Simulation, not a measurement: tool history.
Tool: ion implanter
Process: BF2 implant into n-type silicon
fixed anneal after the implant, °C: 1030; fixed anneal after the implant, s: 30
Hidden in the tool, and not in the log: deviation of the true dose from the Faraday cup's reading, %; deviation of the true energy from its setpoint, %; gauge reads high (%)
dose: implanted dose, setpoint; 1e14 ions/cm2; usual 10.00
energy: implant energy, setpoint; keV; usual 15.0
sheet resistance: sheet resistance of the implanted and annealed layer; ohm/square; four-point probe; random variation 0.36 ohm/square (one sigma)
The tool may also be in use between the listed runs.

| run | hour | dose | energy | wafers since the last listed run | hours since the last dose calibration | hours since the extraction supply was calibrated | hours since the gauge calibration | read-back reference wafer on the same gauge, sheet resistance | sheet resistance |
|---|---|---|---|---|---|---|---|---|---|
| 1 | 0.0 | 10.00 | 18.0 | 0 | 1569.1 | 3709.1 | 100.4 | 180.99 | 167.95 |
| 2 | 34.6 | 10.00 | 18.0 | 1007 | 1603.7 | 3743.7 | 135.0 | 181.03 | 168.28 |
| 3 | 99.7 | 10.00 | 18.0 | 1894 | 1668.8 | 3808.8 | 200.1 | 180.95 | 167.57 |
| 4 | 132.1 | 10.00 | 18.5 | 942 | 1701.2 | 3841.2 | 232.5 | 180.95 | 166.67 |
| 5 | 145.8 | 10.00 | 18.5 | 398 | 1714.9 | 3854.9 | 246.2 | 180.95 | 166.33 |
| 6 | 178.7 | 10.00 | 18.5 | 957 | 1747.8 | 3887.8 | 279.1 | 181.08 | 166.43 |
| 7 | 211.5 | 10.00 | 15.0 | 954 | 1780.6 | 3920.6 | 311.9 | 180.99 | 174.79 |
| 8 | 244.6 | 10.00 | 15.0 | 963 | 1813.7 | 3953.7 | 345.0 | 180.98 | 174.90 |
| 9 | 272.8 | 10.00 | 15.0 | 820 | 1841.9 | 3981.9 | 373.2 | 180.96 | 174.32 |
| 10 | 294.9 | 10.00 | 15.0 | 643 | 1864.0 | 4004.0 | 395.3 | 181.05 | 175.09 |
|  | 315.6 | extraction supply calibrated |
| 11 | 328.6 | 10.00 | 15.0 | 747 | 1897.7 | 13.0 | 429.0 | 181.15 | 175.05 |
| 12 | 354.7 | 10.00 | 15.0 | 759 | 1923.8 | 39.1 | 455.1 | 180.97 | 174.48 |
| 13 | 371.5 | 10.00 | 15.0 | 488 | 1940.6 | 55.9 | 471.9 | 181.06 | 175.20 |
| 14 | 401.0 | 10.00 | 15.0 | 858 | 1970.1 | 85.4 | 501.4 | 181.01 | 174.24 |
| 15 | 421.1 | 10.00 | 15.0 | 585 | 1990.2 | 105.5 | 521.5 | 181.02 | 174.53 |
| 16 | 445.9 | 11.02 | 17.5 | 721 | 2015.0 | 130.3 | 546.3 | 181.04 | 160.48 |
| 17 | 471.4 | 8.91 | 15.0 | 742 | 2040.5 | 155.8 | 571.8 | 180.97 | 185.28 |
| 18 | 500.2 | 8.91 | 15.0 | 838 | 2069.3 | 184.6 | 600.6 | 180.98 | 185.19 |
| 19 | 519.2 | 10.00 | 16.5 | 552 | 2088.3 | 203.6 | 619.6 | 181.00 | 170.00 |
|  | 526.5 | gauge calibrated |
|  | 538.6 | Faraday cup replaced and dose calibrated |
| 20 | 551.2 | 10.00 | 15.0 | 698 | 12.6 | 235.6 | 24.7 | 181.03 | 178.41 |
| 21 | 576.0 | 10.00 | 15.0 | 721 | 37.4 | 260.4 | 49.5 | 180.85 | 178.39 |
| 22 | 602.5 | 7.17 | 18.0 | 771 | 63.9 | 286.9 | 76.0 | 181.08 | 210.08 |
| 23 | 626.5 | 8.35 | 18.5 | 698 | 87.9 | 310.9 | 100.0 | 181.09 | 189.28 |
| 24 | 643.0 | 11.18 | 11.0 | 480 | 104.4 | 327.4 | 116.5 | 181.00 | 181.64 |
| 25 | 667.1 | 11.67 | 15.0 | 701 | 128.5 | 351.5 | 140.6 | 181.00 | 166.07 |
| 26 | 690.0 | 8.40 | 10.5 | 666 | 151.4 | 374.4 | 163.5 | 181.00 | 214.19 |
| 27 | 714.9 | 10.00 | 11.0 | 724 | 176.3 | 399.3 | 188.4 | 181.03 | 191.68 |
| 28 | 727.9 | 10.00 | 15.0 | 378 | 189.3 | 412.3 | 201.4 | 181.04 | 178.71 |
| 29 | 747.2 | 10.00 | 15.0 | 561 | 208.6 | 431.6 | 220.7 | 180.95 | 177.91 |
| 30 | 769.5 | 11.01 | 10.5 | 649 | 230.9 | 453.9 | 243.0 | 181.00 | 185.07 |
| 31 | 783.7 | 10.00 | 15.0 | 413 | 245.1 | 468.1 | 257.2 | 180.96 | 178.42 |
| 32 | 804.6 | 10.00 | 15.0 | 608 | 266.0 | 489.0 | 278.1 | 180.95 | 178.14 |
| 33 | 838.9 | 8.99 | 12.5 | 998 | 300.3 | 523.3 | 312.4 | 180.98 | 196.73 |
| 34 | 869.6 | 8.84 | 13.5 | 893 | 331.0 | 554.0 | 343.1 | 181.04 | 195.48 |
| 35 | 899.8 | 10.00 | 15.0 | 878 | 361.2 | 584.2 | 373.3 | 181.03 | 178.65 |
| 36 | 913.0 | 10.00 | 15.0 | 384 | 374.4 | 597.4 | 386.5 | 181.03 | 178.65 |

Some steps in sheet resistance between neighbouring runs. How much of each would the tool show without its hidden state too (settings, what came in, random variation), and how much is left for the hidden state, with any gauge scatter that isn't in both results?
Run 16 -> 17: dose 11.02 -> 8.91, energy 17.5 -> 15.0. sheet resistance +24.80 ohm/square: hidden state -1.46, all else +26.26.
Run 18 -> 19: dose 8.91 -> 10.00, energy 15.0 -> 16.5. sheet resistance -15.19 ohm/square: hidden state +0.75, all else -15.94.
Run 19 -> 20: energy 16.5 -> 15.0, gauge calibrated, Faraday cup replaced and dose calibrated. sheet resistance +8.41 ohm/square: hidden state +4.31, all else +4.10.
Run 21 -> 22: dose 10.00 -> 7.17, energy 15.0 -> 18.0. sheet resistance +31.69 ohm/square: hidden state +0.25, all else +31.44.
Run 25 -> 26: dose 11.67 -> 8.40, energy 15.0 -> 10.5. sheet resistance +48.12 ohm/square: hidden state +0.28, all else +47.84.
